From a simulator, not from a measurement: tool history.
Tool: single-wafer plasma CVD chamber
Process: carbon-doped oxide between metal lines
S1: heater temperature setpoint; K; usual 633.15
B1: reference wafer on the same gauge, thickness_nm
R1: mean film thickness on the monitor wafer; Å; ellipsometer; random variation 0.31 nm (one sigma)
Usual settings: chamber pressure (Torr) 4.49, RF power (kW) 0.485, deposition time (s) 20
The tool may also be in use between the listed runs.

{"run": 1, "day": 0.0, "S1": 633.15, "chamber pressure (Torr)": 4.49, "RF power (kW)": 0.485, "deposition time (s)": 20, "B1": 104.796, "R1": 928.82}
{"run": 2, "day": 3.7, "S1": 633.15, "chamber pressure (Torr)": 4.49, "RF power (kW)": 0.485, "deposition time (s)": 20, "B1": 104.736, "R1": 926.66}
{"run": 3, "day": 5.875, "S1": 633.15, "chamber pressure (Torr)": 4.49, "RF power (kW)": 0.485, "deposition time (s)": 20, "B1": 104.684, "R1": 923.75}
{"run": 4, "day": 7.754, "S1": 633.15, "chamber pressure (Torr)": 4.49, "RF power (kW)": 0.485, "deposition time (s)": 20, "B1": 104.755, "R1": 920.7}
{"run": 5, "day": 10.533, "S1": 633.15, "chamber pressure (Torr)": 4.49, "RF power (kW)": 0.485, "deposition time (s)": 20, "B1": 104.799, "R1": 919.85}
{"run": 6, "day": 12.279, "S1": 633.15, "chamber pressure (Torr)": 4.49, "RF power (kW)": 0.485, "deposition time (s)": 20, "B1": 104.815, "R1": 916.44}
{"run": 7, "day": 16.379, "S1": 633.15, "chamber pressure (Torr)": 4.49, "RF power (kW)": 0.485, "deposition time (s)": 20, "B1": 104.783, "R1": 916.01}
{"run": 8, "day": 18.412, "S1": 633.15, "chamber pressure (Torr)": 3.61, "RF power (kW)": 0.485, "deposition time (s)": 20, "B1": 104.818, "R1": 893.97}
{"run": 9, "day": 20.079, "S1": 633.15, "chamber pressure (Torr)": 3.61, "RF power (kW)": 0.485, "deposition time (s)": 20, "B1": 104.806, "R1": 893.16}
{"day": 22.15, "done": "gauge calibrated"}
{"day": 23.233, "done": "thermocouple changed; heater temperature recalibrated"}
{"run": 10, "day": 23.642, "S1": 633.15, "chamber pressure (Torr)": 4.49, "RF power (kW)": 0.485, "deposition time (s)": 20, "B1": 104.865, "R1": 918.84}
{"run": 11, "day": 25.738, "S1": 633.15, "chamber pressure (Torr)": 4.49, "RF power (kW)": 0.485, "deposition time (s)": 20, "B1": 104.773, "R1": 916.68}
{"run": 12, "day": 29.171, "S1": 633.15, "chamber pressure (Torr)": 4.25, "RF power (kW)": 0.485, "deposition time (s)": 20, "B1": 104.882, "R1": 907.49}
{"day": 31.788, "done": "RF generator calibrated"}
{"day": 31.992, "done": "capacitance manometer re-zeroed and calibrated"}
{"run": 13, "day": 36.946, "S1": 633.15, "chamber pressure (Torr)": 4.49, "RF power (kW)": 0.575, "deposition time (s)": 20, "B1": 104.896, "R1": 1012.01}
{"run": 14, "day": 38.479, "S1": 633.15, "chamber pressure (Torr)": 4.49, "RF power (kW)": 0.53, "deposition time (s)": 20, "B1": 104.886, "R1": 976.14}
{"run": 15, "day": 41.633, "S1": 628.15, "chamber pressure (Torr)": 5.17, "RF power (kW)": 0.395, "deposition time (s)": 22.5, "B1": 104.809, "R1": 962.82}
{"run": 16, "day": 43.783, "S1": 633.15, "chamber pressure (Torr)": 4.49, "RF power (kW)": 0.485, "deposition time (s)": 20, "B1": 104.824, "R1": 926.9}
{"run": 17, "day": 46.633, "S1": 628.15, "chamber pressure (Torr)": 4.49, "RF power (kW)": 0.41, "deposition time (s)": 20, "B1": 104.778, "R1": 856.57}
{"run": 18, "day": 50.038, "S1": 628.15, "chamber pressure (Torr)": 4.49, "RF power (kW)": 0.485, "deposition time (s)": 20, "B1": 104.778, "R1": 941.25}
{"run": 19, "day": 52.904, "S1": 623.15, "chamber pressure (Torr)": 4.19, "RF power (kW)": 0.395, "deposition time (s)": 20, "B1": 104.824, "R1": 847.07}
{"run": 20, "day": 56.067, "S1": 644.15, "chamber pressure (Torr)": 4.82, "RF power (kW)": 0.445, "deposition time (s)": 18.6, "B1": 104.858, "R1": 804.58}
{"run": 21, "day": 59.483, "S1": 633.15, "chamber pressure (Torr)": 4.49, "RF power (kW)": 0.575, "deposition time (s)": 20, "B1": 104.761, "R1": 997.9}
{"run": 22, "day": 63.021, "S1": 629.15, "chamber pressure (Torr)": 4.49, "RF power (kW)": 0.53, "deposition time (s)": 20, "B1": 104.847, "R1": 965.8}
{"day": 63.404, "done": "showerhead replaced"}
{"run": 23, "day": 65.967, "S1": 645.15, "chamber pressure (Torr)": 4.49, "RF power (kW)": 0.43, "deposition time (s)": 20, "B1": 104.765, "R1": 822.65}
{"run": 24, "day": 69.379, "S1": 647.15, "chamber pressure (Torr)": 4.49, "RF power (kW)": 0.485, "deposition time (s)": 20, "B1": 104.863, "R1": 875.55}
{"run": 25, "day": 71.996, "S1": 633.15, "chamber pressure (Torr)": 4.25, "RF power (kW)": 0.485, "deposition time (s)": 20, "B1": 104.812, "R1": 899.54}
{"run": 26, "day": 73.929, "S1": 645.15, "chamber pressure (Torr)": 4.49, "RF power (kW)": 0.43, "deposition time (s)": 20, "B1": 104.922, "R1": 810.09}
{"day": 78.025, "done": "RF generator calibrated"}
{"run": 27, "day": 81.517, "S1": 633.15, "chamber pressure (Torr)": 4.49, "RF power (kW)": 0.485, "deposition time (s)": 20, "B1": 104.857, "R1": 928.48}
{"run": 28, "day": 85.617, "S1": 633.15, "chamber pressure (Torr)": 3.99, "RF power (kW)": 0.42, "deposition time (s)": 22.1, "B1": 104.875, "R1": 934.51}
{"run": 29, "day": 87.15, "S1": 633.15, "chamber pressure (Torr)": 4.49, "RF power (kW)": 0.485, "deposition time (s)": 20, "B1": 104.768, "R1": 918.94}

Forecast each of these 3 alternatives for the next run:
{"run": "A", "day": 87.167, "S1": 633.15, "chamber pressure (Torr)": 3.57, "RF power (kW)": 0.485, "deposition time (s)": 20, "B1": "?", "R1": "?"}
{"run": "B", "day": 87.167, "S1": 624.15, "chamber pressure (Torr)": 4.49, "RF power (kW)": 0.485, "deposition time (s)": 23.4, "B1": "?", "R1": "?"}
{"run": "C", "day": 87.167, "S1": 633.15, "chamber pressure (Torr)": 5.36, "RF power (kW)": 0.42, "deposition time (s)": 20, "B1": "?", "R1": "?"}

run=A B1=104.783 R1=902.27
run=B B1=104.783 R1=1104.12
run=C B1=104.783 R1=870.92
Without the tool's hidden state the same runs would have given:
run=A R1=920.57
run=B R1=1128.55
run=C R1=889.16
